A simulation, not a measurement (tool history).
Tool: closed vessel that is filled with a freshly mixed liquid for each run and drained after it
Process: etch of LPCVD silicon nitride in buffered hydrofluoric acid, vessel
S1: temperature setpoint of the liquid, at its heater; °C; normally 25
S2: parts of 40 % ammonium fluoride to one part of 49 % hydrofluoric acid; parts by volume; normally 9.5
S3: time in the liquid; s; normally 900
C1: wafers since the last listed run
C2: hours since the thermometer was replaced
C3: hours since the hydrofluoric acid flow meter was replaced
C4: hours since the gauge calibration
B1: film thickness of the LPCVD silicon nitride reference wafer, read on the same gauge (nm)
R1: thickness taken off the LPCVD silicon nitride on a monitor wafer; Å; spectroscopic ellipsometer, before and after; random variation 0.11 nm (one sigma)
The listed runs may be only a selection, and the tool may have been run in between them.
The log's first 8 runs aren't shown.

Run 9, day 7.108: usual settings; C1 2220; C2 516.8; C3 1527.3; C4 791.6; B1 120.04. Result: R1 135 Å.
Run 10, day 8: usual settings; C1 1331; C2 538.2; C3 1548.7; C4 813; B1 120.04. Result: R1 134.8 Å.
Run 11, day 9.375: usual settings but S2 6.5 parts by volume; C1 2052; C2 571.2; C3 1581.7; C4 846; B1 119.98. Result: R1 195.1 Å.
Run 12, day 10.592: usual settings; C1 1816; C2 600.4; C3 1610.9; C4 875.2; B1 119.98. Result: R1 136.3 Å.
Run 13, day 11.708: usual settings but S1 20 °C, S2 13 parts by volume, S3 1100 s; C1 1667; C2 627.2; C3 1637.7; C4 902; B1 120. Result: R1 92.8 Å.
Run 14, day 13.142: usual settings but S2 8 parts by volume; C1 2140; C2 661.6; C3 1672.1; C4 936.4; B1 119.99. Result: R1 156.8 Å.
Run 15, day 14.029: usual settings but S1 23 °C, S2 11 parts by volume, S3 1145 s; C1 1325; C2 682.9; C3 1693.4; C4 957.7; B1 119.99. Result: R1 134.7 Å.
Run 16, day 15.088: usual settings; C1 1580; C2 708.3; C3 1718.8; C4 983.1; B1 119.99. Result: R1 134.3 Å.
Run 17, day 16.292: usual settings but S1 21 °C; C1 1797; C2 737.2; C3 1747.7; C4 1012; B1 119.98. Result: R1 107.8 Å.
Run 18, day 16.946: usual settings but S1 28 °C; C1 976; C2 752.9; C3 1763.4; C4 1027.7; B1 120. Result: R1 156.9 Å.
At day 18.462: hydrofluoric acid flow meter replaced.
Run 19, day 18.483: usual settings but S1 28 °C; C1 2233; C2 789.8; C3 0.5; C4 1064.6; B1 119.96. Result: R1 154.2 Å.
Run 20, day 19.467: usual settings but S1 22 °C, S2 12 parts by volume; C1 1468; C2 813.4; C3 24.1; C4 1088.2; B1 120.02. Result: R1 91 Å.
At day 19.967: thermometer replaced.
Run 21, day 20.392: usual settings but S2 8 parts by volume; C1 1318; C2 10.2; C3 46.3; C4 1110.4; B1 119.97. Result: R1 165.1 Å.
At day 20.967: gauge calibrated.
Run 22, day 21.042: usual settings; C1 970; C2 25.8; C3 61.9; C4 1.8; B1 120. Result: R1 136.6 Å.
Run 23, day 21.733: usual settings but S1 30 °C; C1 1032; C2 42.4; C3 78.5; C4 18.4; B1 119.99. Result: R1 181.9 Å.
Run 24, day 22.454: usual settings; C1 1076; C2 59.7; C3 95.8; C4 35.7; B1 120.05. Result: R1 137.9 Å.
Run 25, day 23.342: usual settings but S3 615 s; C1 1325; C2 81; C3 117.1; C4 57; B1 120. Result: R1 94.5 Å.
Run 26, day 24.675: usual settings but S1 29 °C, S3 580 s; C1 1990; C2 113; C3 149.1; C4 89; B1 120.01. Result: R1 109.5 Å.
Run 27, day 26.679: usual settings but S1 27.5 °C, S2 8 parts by volume, S3 390 s; C1 2992; C2 161.1; C3 197.2; C4 137.1; B1 120. Result: R1 80.8 Å.
Run 28, day 27.654: usual settings; C1 1455; C2 184.5; C3 220.6; C4 160.5; B1 119.95. Result: R1 137.3 Å.
Run 29, day 28.221: usual settings but S2 5.5 parts by volume, S3 1390 s; C1 846; C2 198.1; C3 234.2; C4 174.1; B1 119.97. Result: R1 356.4 Å.
Run 30, day 29.2: usual settings but S1 29 °C; C1 1461; C2 221.6; C3 257.7; C4 197.6; B1 120.02. Result: R1 172.3 Å.
Run 31, day 30.629: usual settings; C1 2133; C2 255.9; C3 292; C4 231.9; B1 119.99. Result: R1 136 Å.
Run 32, day 31.979: usual settings but S2 6 parts by volume, S3 1305 s; C1 2015; C2 288.3; C3 324.4; C4 264.3; B1 119.98. Result: R1 304.7 Å.
Run 33, day 33.129: usual settings but S1 21.5 °C, S2 6 parts by volume, S3 1150 s; C1 1717; C2 315.9; C3 352; C4 291.9; B1 119.98. Result: R1 224.2 Å.

Alternative continuations, all from the tool just after run 33; predict every row:
Run A, day 33.167: usual settings but S2 7 parts by volume; C1 55; C2 316.8; C3 352.9; C4 292.8; B1 ?. Result: R1 ?.
Run B, day 33.167: usual settings but S2 7 parts by volume, S3 740 s; C1 55; C2 316.8; C3 352.9; C4 292.8; B1 ?. Result: R1 ?.
Run C, day 33.167: usual settings but S1 20.5 °C, S3 1140 s; C1 55; C2 316.8; C3 352.9; C4 292.8; B1 ?. Result: R1 ?.

run      B1     R1
  A  120.03  184.9
  B  120.03  152.1
  C  120.03  134.6
Without the tool's hidden state the same runs would have given:
run     R1
  A    191
  B  157.1
  C  139.2

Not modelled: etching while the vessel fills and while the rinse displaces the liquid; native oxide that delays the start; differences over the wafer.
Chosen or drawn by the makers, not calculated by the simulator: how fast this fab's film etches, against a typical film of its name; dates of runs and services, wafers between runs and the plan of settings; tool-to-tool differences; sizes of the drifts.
